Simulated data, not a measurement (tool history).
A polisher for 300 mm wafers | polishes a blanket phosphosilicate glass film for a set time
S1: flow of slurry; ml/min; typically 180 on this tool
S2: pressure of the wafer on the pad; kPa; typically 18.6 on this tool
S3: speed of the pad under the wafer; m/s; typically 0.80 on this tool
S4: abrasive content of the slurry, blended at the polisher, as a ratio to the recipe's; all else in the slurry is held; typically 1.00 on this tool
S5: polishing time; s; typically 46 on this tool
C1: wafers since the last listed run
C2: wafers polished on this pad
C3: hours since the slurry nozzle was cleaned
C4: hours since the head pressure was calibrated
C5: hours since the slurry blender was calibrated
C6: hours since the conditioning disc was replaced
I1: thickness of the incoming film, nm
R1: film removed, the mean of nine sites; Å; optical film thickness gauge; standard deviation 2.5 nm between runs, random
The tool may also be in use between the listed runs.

Run 1, hour 0.0: usual settings but S4 1.05; C1 0; C2 8; C3 718.6; C4 240.4; C5 219.3; C6 333.2; I1 4663.4. Result: R1 2925 Å.
Run 2, hour 7.4: usual settings but S4 1.05; C1 118; C2 126; C3 726.0; C4 247.8; C5 226.7; C6 340.6; I1 4567.8. Result: R1 2975 Å.
Run 3, hour 17.4: usual settings but S2 22.8 kPa; C1 160; C2 287; C3 736.0; C4 257.8; C5 236.7; C6 350.6; I1 4680.2. Result: R1 3505 Å.
Run 4, hour 29.3: usual settings but S5 39 s; C1 190; C2 478; C3 747.9; C4 269.7; C5 248.6; C6 362.5; I1 4642.0. Result: R1 2406 Å.
At hour 50.2: slurry nozzle cleaned.
Run 5, hour 74.5: usual settings but S2 13.8 kPa, S3 0.90 m/s, S4 0.80; C1 709; C2 1187; C3 24.3; C4 314.9; C5 293.8; C6 407.7; I1 4572.8. Result: R1 2023 Å.
Run 6, hour 86.1: usual settings but S2 24.1 kPa, S4 0.75, S5 58 s; C1 186; C2 1373; C3 35.9; C4 326.5; C5 305.4; C6 419.3; I1 4694.4. Result: R1 3903 Å.
Run 7, hour 103.1: usual settings but S2 15.9 kPa; C1 272; C2 1646; C3 52.9; C4 343.5; C5 322.4; C6 436.3; I1 4617.7. Result: R1 2400 Å.
At hour 120.0: worn pad replaced by a new one.
Run 8, hour 120.5: usual settings; C1 215; C2 8; C3 70.3; C4 360.9; C5 339.8; C6 453.7; I1 4598.8. Result: R1 2755 Å.
Run 9, hour 128.6: usual settings but S1 215 ml/min, S2 13.1 kPa, S3 0.94 m/s, S4 0.70; C1 130; C2 138; C3 78.4; C4 369.0; C5 347.9; C6 461.8; I1 4636.5. Result: R1 1902 Å.
Run 10, hour 140.5: usual settings; C1 190; C2 329; C3 90.3; C4 380.9; C5 359.8; C6 473.7; I1 4641.1. Result: R1 2775 Å.
Run 11, hour 150.1: usual settings; C1 154; C2 483; C3 99.9; C4 390.5; C5 369.4; C6 483.3; I1 4648.0. Result: R1 2770 Å.
At hour 166.9: conditioning disc replaced and pad reconditioned.
Run 12, hour 167.4: usual settings but S3 0.92 m/s, S4 0.90, S5 61 s; C1 245; C2 729; C3 117.2; C4 407.8; C5 386.7; C6 0.5; I1 4522.0. Result: R1 3818 Å.
Run 13, hour 182.6: usual settings but S4 1.20, S5 34 s; C1 243; C2 973; C3 132.4; C4 423.0; C5 401.9; C6 15.7; I1 4604.5. Result: R1 2219 Å.
At hour 191.2: head pressure recalibrated.
Run 14, hour 197.6: usual settings but S2 13.1 kPa, S5 41 s; C1 208; C2 1181; C3 147.4; C4 6.4; C5 416.9; C6 30.7; I1 4586.4. Result: R1 1723 Å.
Run 15, hour 205.5: usual settings but S1 150 ml/min, S3 1.04 m/s, S4 0.90, S5 58 s; C1 126; C2 1308; C3 155.3; C4 14.3; C5 424.8; C6 38.6; I1 4553.4. Result: R1 3872 Å.
At hour 223.8: worn pad replaced by a new one.
Run 16, hour 224.3: usual settings but S3 0.62 m/s; C1 237; C2 8; C3 174.1; C4 33.1; C5 443.6; C6 57.4; I1 4649.3. Result: R1 2197 Å.
At hour 237.8: slurry blender recalibrated.
Run 17, hour 238.3: usual settings; C1 192; C2 201; C3 188.1; C4 47.1; C5 0.5; C6 71.4; I1 4664.6. Result: R1 2879 Å.
Run 18, hour 253.5: usual settings but S2 13.1 kPa, S5 50 s; C1 243; C2 445; C3 203.3; C4 62.3; C5 15.7; C6 86.6; I1 4657.8. Result: R1 2235 Å.
Run 19, hour 268.4: usual settings but S1 240 ml/min, S2 24.8 kPa, S4 1.10; C1 239; C2 684; C3 218.2; C4 77.2; C5 30.6; C6 101.5; I1 4634.6. Result: R1 4235 Å.
Run 20, hour 281.7: usual settings but S2 20.0 kPa; C1 213; C2 897; C3 231.5; C4 90.5; C5 43.9; C6 114.8; I1 4620.2. Result: R1 3129 Å.
Run 21, hour 293.6: usual settings; C1 190; C2 1088; C3 243.4; C4 102.4; C5 55.8; C6 126.7; I1 4597.1. Result: R1 2948 Å.
Run 22, hour 310.7: usual settings but S1 210 ml/min, S2 21.4 kPa, S5 50 s; C1 274; C2 1363; C3 260.5; C4 119.5; C5 72.9; C6 143.8; I1 4682.5. Result: R1 3772 Å.
Run 23, hour 317.4: usual settings but S3 0.56 m/s; C1 107; C2 1470; C3 267.2; C4 126.2; C5 79.6; C6 150.5; I1 4542.8. Result: R1 2164 Å.
At hour 329.7: worn pad replaced by a new one.
Run 24, hour 332.1: usual settings but S1 115 ml/min, S3 0.88 m/s; C1 171; C2 38; C3 281.9; C4 140.9; C5 94.3; C6 165.2; I1 4616.3. Result: R1 2826 Å.
Run 25, hour 341.4: usual settings but S1 230 ml/min, S3 1.02 m/s, S5 38 s; C1 149; C2 187; C3 291.2; C4 150.2; C5 103.6; C6 174.5; I1 4605.0. Result: R1 3002 Å.
Run 26, hour 350.4: usual settings but S2 13.1 kPa, S4 1.20; C1 144; C2 331; C3 300.2; C4 159.2; C5 112.6; C6 183.5; I1 4624.2. Result: R1 2182 Å.

What if the next run were any one of these 4? Each begins from the tool's condition after run 26:
Run A, hour 350.8: usual settings but S1 125 ml/min; C1 6; C2 338; C3 300.6; C4 159.6; C5 113.0; C6 183.9; I1 4663.0. Result: R1 ?.
Run B, hour 350.8: usual settings but S1 205 ml/min; C1 6; C2 338; C3 300.6; C4 159.6; C5 113.0; C6 183.9; I1 4663.0. Result: R1 ?.
Run C, hour 350.8: usual settings but S1 205 ml/min, S3 0.62 m/s, S5 56 s; C1 6; C2 338; C3 300.6; C4 159.6; C5 113.0; C6 183.9; I1 4663.0. Result: R1 ?.
Run D, hour 350.8: usual settings but S2 22.1 kPa; C1 6; C2 338; C3 300.6; C4 159.6; C5 113.0; C6 183.9; I1 4663.0. Result: R1 ?.

run    R1
  A  2740
  B  3005
  C  2983
  D  3493
What these runs would have given with no unlogged condition in the tool:
run    R1
  A  2753
  B  3018
  C  2997
  D  3509
